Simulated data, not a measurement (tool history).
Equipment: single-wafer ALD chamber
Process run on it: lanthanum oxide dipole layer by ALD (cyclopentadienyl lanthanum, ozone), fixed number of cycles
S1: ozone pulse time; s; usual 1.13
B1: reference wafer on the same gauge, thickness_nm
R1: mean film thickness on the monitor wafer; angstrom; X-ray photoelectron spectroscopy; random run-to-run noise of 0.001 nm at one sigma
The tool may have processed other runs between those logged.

run	hour	S1	B1	R1
1	0	1.13	0.479	5.06
2	63.9	1.13	0.479	5.05
3	125.8	0.89	0.479	4.8
4	167.1	1.13	0.479	5.07
5	209.3	0.8	0.479	4.65
6	259.7	0.8	0.479	4.66
7	395.3	1	0.479	4.93
8	454.1	1	0.479	4.91
9	513	1.28	0.479	5.17
# hour 587.9: ozone generator serviced
10	588.4	1.13	0.479	5.07
11	604.4	1.13	0.479	5.06
12	663.2	0.87	0.479	4.77
# hour 680.5: thermocouple changed; heater temperature recalibrated
13	728.2	0.87	0.479	4.75
14	769	0.87	0.479	4.75
15	801.6	1.44	0.479	5.29
16	854.1	1.32	0.479	5.19
# hour 909.1: showerhead replaced
17	909.6	0.86	0.479	4.72
18	1007.5	0.79	0.479	4.63
19	1066.9	1.34	0.479	5.22
# hour 1067.6: gauge calibrated
20	1128.5	0.79	0.48	4.63
21	1165.1	1.29	0.479	5.18
22	1213.7	1.13	0.479	5.06
23	1264.3	0.97	0.479	4.91
24	1289.7	1.13	0.479	5.06
25	1354.1	1.13	0.479	5.07
26	1382.7	0.7	0.479	4.48
27	1431.4	1.13	0.479	5.05
28	1457.4	1.25	0.479	5.16
29	1520.5	1.38	0.479	5.24
30	1575.2	0.82	0.479	4.67
31	1635.9	0.85	0.479	4.73
32	1663.3	1.43	0.479	5.29
33	1710.6	1.42	0.479	5.25

Alternative continuations, all from the tool just after run 33; predict every row:
A	1711	1.49	?	?
B	1711	1.27	?	?
C	1711	1.54	?	?
D	1711	1.52	?	?
E	1711	1.37	?	?

run	B1	R1
A	0.479	5.29
B	0.479	5.15
C	0.479	5.31
D	0.479	5.3
E	0.479	5.22
Take away the tool's hidden state, keep each run's random variation, and the runs would have read:
run	R1
A	5.29
B	5.15
C	5.31
D	5.3
E	5.22

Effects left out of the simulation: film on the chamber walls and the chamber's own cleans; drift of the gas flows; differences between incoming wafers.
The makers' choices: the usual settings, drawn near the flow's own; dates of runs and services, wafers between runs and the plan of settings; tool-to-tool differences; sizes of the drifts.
